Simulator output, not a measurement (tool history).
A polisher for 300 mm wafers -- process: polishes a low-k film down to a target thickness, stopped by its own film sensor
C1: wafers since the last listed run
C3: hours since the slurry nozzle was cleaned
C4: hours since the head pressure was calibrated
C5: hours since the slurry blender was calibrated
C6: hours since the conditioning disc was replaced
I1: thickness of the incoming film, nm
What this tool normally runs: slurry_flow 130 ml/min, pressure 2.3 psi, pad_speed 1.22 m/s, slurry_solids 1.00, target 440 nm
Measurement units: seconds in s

{"run": 1, "hour": 0.0, "slurry_flow": 130, "pressure": 2.3, "pad_speed": 1.44, "slurry_solids": 1.0, "target": 440, "C1": 0, "wafers polished on this pad": 1447, "C3": 119.7, "C4": 117.9, "C5": 264.6, "C6": 248.8, "I1": 524.1, "seconds": 152.4}
{"run": 2, "hour": 79.3, "slurry_flow": 130, "pressure": 2.3, "pad_speed": 1.44, "slurry_solids": 1.0, "target": 440, "C1": 770, "wafers polished on this pad": 2217, "C3": 199.0, "C4": 197.2, "C5": 343.9, "C6": 328.1, "I1": 522.5, "seconds": 152.2}
{"hour": 98.4, "done": "conditioning disc replaced and pad reconditioned"}
{"run": 3, "hour": 128.6, "slurry_flow": 130, "pressure": 2.8, "pad_speed": 1.22, "slurry_solids": 1.0, "target": 440, "C1": 459, "wafers polished on this pad": 2676, "C3": 248.3, "C4": 246.5, "C5": 393.2, "C6": 30.2, "I1": 517.1, "seconds": 141.5}
{"hour": 160.9, "done": "slurry blender recalibrated"}
{"hour": 213.8, "done": "worn pad replaced by a new one"}
{"run": 4, "hour": 214.3, "slurry_flow": 130, "pressure": 2.8, "pad_speed": 1.22, "slurry_solids": 1.0, "target": 440, "C1": 773, "wafers polished on this pad": 5, "C3": 334.0, "C4": 332.2, "C5": 53.4, "C6": 115.9, "I1": 522.1, "seconds": 150.2}
{"hour": 232.8, "done": "slurry nozzle cleaned"}
{"run": 5, "hour": 282.4, "slurry_flow": 130, "pressure": 2.8, "pad_speed": 1.22, "slurry_solids": 1.0, "target": 440, "C1": 651, "wafers polished on this pad": 656, "C3": 49.6, "C4": 400.3, "C5": 121.5, "C6": 184.0, "I1": 515.8, "seconds": 135.8}
{"run": 6, "hour": 332.8, "slurry_flow": 130, "pressure": 2.3, "pad_speed": 1.22, "slurry_solids": 1.0, "target": 440, "C1": 489, "wafers polished on this pad": 1146, "C3": 100.0, "C4": 450.7, "C5": 171.9, "C6": 234.4, "I1": 511.8, "seconds": 143.9}
{"run": 7, "hour": 396.4, "slurry_flow": 130, "pressure": 2.3, "pad_speed": 1.22, "slurry_solids": 1.0, "target": 440, "C1": 617, "wafers polished on this pad": 1763, "C3": 163.6, "C4": 514.3, "C5": 235.5, "C6": 298.0, "I1": 516.1, "seconds": 161.0}
{"hour": 424.7, "done": "conditioning disc replaced and pad reconditioned"}
{"run": 8, "hour": 493.8, "slurry_flow": 130, "pressure": 2.3, "pad_speed": 1.22, "slurry_solids": 1.0, "target": 440, "C1": 926, "wafers polished on this pad": 2690, "C3": 261.0, "C4": 611.7, "C5": 332.9, "C6": 69.1, "I1": 524.4, "seconds": 183.5}
{"hour": 549.7, "done": "worn pad replaced by a new one"}
{"hour": 552.6, "done": "slurry blender recalibrated"}
{"run": 9, "hour": 597.7, "slurry_flow": 105, "pressure": 2.3, "pad_speed": 1.22, "slurry_solids": 1.0, "target": 440, "C1": 950, "wafers polished on this pad": 446, "C3": 364.9, "C4": 715.6, "C5": 45.1, "C6": 173.0, "I1": 521.2, "seconds": 181.8}
{"run": 10, "hour": 636.0, "slurry_flow": 105, "pressure": 2.3, "pad_speed": 1.22, "slurry_solids": 1.0, "target": 440, "C1": 371, "wafers polished on this pad": 818, "C3": 403.2, "C4": 753.9, "C5": 83.4, "C6": 211.3, "I1": 522.1, "seconds": 181.9}
{"hour": 669.6, "done": "slurry nozzle cleaned"}
{"run": 11, "hour": 719.7, "slurry_flow": 90, "pressure": 2.9, "pad_speed": 0.9, "slurry_solids": 1.0, "target": 440, "C1": 803, "wafers polished on this pad": 1621, "C3": 50.1, "C4": 837.6, "C5": 167.1, "C6": 295.0, "I1": 520.7, "seconds": 197.5}
{"hour": 725.7, "done": "conditioning disc replaced and pad reconditioned"}
{"run": 12, "hour": 770.8, "slurry_flow": 110, "pressure": 1.5, "pad_speed": 1.48, "slurry_solids": 1.0, "target": 440, "C1": 476, "wafers polished on this pad": 2098, "C3": 101.2, "C4": 888.7, "C5": 218.2, "C6": 45.1, "I1": 526.0, "seconds": 211.6}
{"run": 13, "hour": 825.0, "slurry_flow": 175, "pressure": 2.3, "pad_speed": 1.22, "slurry_solids": 1.0, "target": 440, "C1": 526, "wafers polished on this pad": 2624, "C3": 155.4, "C4": 942.9, "C5": 272.4, "C6": 99.3, "I1": 524.2, "seconds": 167.5}
{"hour": 854.8, "done": "worn pad replaced by a new one"}
{"run": 14, "hour": 862.3, "slurry_flow": 175, "pressure": 3.0, "pad_speed": 1.22, "slurry_solids": 0.75, "target": 440, "C1": 323, "wafers polished on this pad": 72, "C3": 192.7, "C4": 980.2, "C5": 309.7, "C6": 136.6, "I1": 515.5, "seconds": 138.6}
{"run": 15, "hour": 927.1, "slurry_flow": 130, "pressure": 2.3, "pad_speed": 1.02, "slurry_solids": 1.2, "target": 424, "C1": 629, "wafers polished on this pad": 701, "C3": 257.5, "C4": 1045.0, "C5": 374.5, "C6": 201.4, "I1": 517.7, "seconds": 207.2}
{"hour": 966.3, "done": "head pressure recalibrated"}
{"hour": 976.2, "done": "slurry blender recalibrated"}
{"run": 16, "hour": 988.7, "slurry_flow": 130, "pressure": 2.3, "pad_speed": 1.22, "slurry_solids": 1.0, "target": 440, "C1": 559, "wafers polished on this pad": 1261, "C3": 319.1, "C4": 22.4, "C5": 12.5, "C6": 263.0, "I1": 524.8, "seconds": 173.1}
{"hour": 1036.1, "done": "slurry nozzle cleaned"}
{"hour": 1053.9, "done": "conditioning disc replaced and pad reconditioned"}
{"run": 17, "hour": 1069.8, "slurry_flow": 170, "pressure": 3.0, "pad_speed": 1.22, "slurry_solids": 1.15, "target": 440, "C1": 758, "wafers polished on this pad": 2019, "C3": 33.7, "C4": 103.5, "C5": 93.6, "C6": 15.9, "I1": 510.2, "seconds": 110.0}
{"run": 18, "hour": 1131.9, "slurry_flow": 130, "pressure": 2.3, "pad_speed": 1.22, "slurry_solids": 1.0, "target": 440, "C1": 603, "wafers polished on this pad": 2622, "C3": 95.8, "C4": 165.6, "C5": 155.7, "C6": 78.0, "I1": 518.2, "seconds": 164.7}
{"hour": 1207.8, "done": "worn pad replaced by a new one"}
{"hour": 1406.8, "done": "slurry blender recalibrated"}
{"run": 19, "hour": 1407.8, "slurry_flow": 130, "pressure": 2.3, "pad_speed": 1.22, "slurry_solids": 1.0, "target": 440, "C1": 2621, "wafers polished on this pad": 1922, "C3": 371.7, "C4": 441.5, "C5": 1.0, "C6": 353.9, "I1": 522.6, "seconds": 175.3}
{"hour": 1440.7, "done": "conditioning disc replaced and pad reconditioned"}
{"hour": 1463.2, "done": "slurry nozzle cleaned"}
{"run": 20, "hour": 1487.8, "slurry_flow": 160, "pressure": 2.3, "pad_speed": 1.46, "slurry_solids": 1.0, "target": 440, "C1": 747, "wafers polished on this pad": 2670, "C3": 24.6, "C4": 521.5, "C5": 81.0, "C6": 47.1, "I1": 518.8, "seconds": 142.4}
{"hour": 1605.4, "done": "worn pad replaced by a new one"}
{"hour": 1739.4, "done": "conditioning disc replaced and pad reconditioned"}
{"run": 21, "hour": 1754.3, "slurry_flow": 115, "pressure": 2.3, "pad_speed": 0.84, "slurry_solids": 1.0, "target": 440, "C1": 2529, "wafers polished on this pad": 1426, "C3": 291.1, "C4": 788.0, "C5": 347.5, "C6": 14.9, "I1": 518.1, "seconds": 227.8}

Describe how what the log doesn't record of the tool's condition differs between the last listed run preceding each entry between runs and the first listed run following it.
Logged between run 2 and run 3: conditioning disc replaced and pad reconditioned (hour 98.4)
  no difference in the tool's unlogged condition between these two runs
Logged between run 3 and run 4: slurry blender recalibrated (hour 160.9); worn pad replaced by a new one (hour 213.8)
  no difference in the tool's unlogged condition between these two runs
Logged between run 4 and run 5: slurry nozzle cleaned (hour 232.8)
  no difference in the tool's unlogged condition between these two runs
Logged between run 7 and run 8: conditioning disc replaced and pad reconditioned (hour 424.7)
  no difference in the tool's unlogged condition between these two runs
Logged between run 8 and run 9: worn pad replaced by a new one (hour 549.7); slurry blender recalibrated (hour 552.6)
  no difference in the tool's unlogged condition between these two runs
Logged between run 10 and run 11: slurry nozzle cleaned (hour 669.6)
  no difference in the tool's unlogged condition between these two runs
Logged between run 11 and run 12: conditioning disc replaced and pad reconditioned (hour 725.7)
  no difference in the tool's unlogged condition between these two runs
Logged between run 13 and run 14: worn pad replaced by a new one (hour 854.8)
  no difference in the tool's unlogged condition between these two runs
Logged between run 15 and run 16: head pressure recalibrated (hour 966.3); slurry blender recalibrated (hour 976.2)
  no difference in the tool's unlogged condition between these two runs
Logged between run 16 and run 17: slurry nozzle cleaned (hour 1036.1); conditioning disc replaced and pad reconditioned (hour 1053.9)
  no difference in the tool's unlogged condition between these two runs
Logged between run 18 and run 19: worn pad replaced by a new one (hour 1207.8); slurry blender recalibrated (hour 1406.8)
  no difference in the tool's unlogged condition between these two runs
Logged between run 19 and run 20: conditioning disc replaced and pad reconditioned (hour 1440.7); slurry nozzle cleaned (hour 1463.2)
  no difference in the tool's unlogged condition between these two runs
Logged between run 20 and run 21: worn pad replaced by a new one (hour 1605.4); conditioning disc replaced and pad reconditioned (hour 1739.4)
  no difference in the tool's unlogged condition between these two runs

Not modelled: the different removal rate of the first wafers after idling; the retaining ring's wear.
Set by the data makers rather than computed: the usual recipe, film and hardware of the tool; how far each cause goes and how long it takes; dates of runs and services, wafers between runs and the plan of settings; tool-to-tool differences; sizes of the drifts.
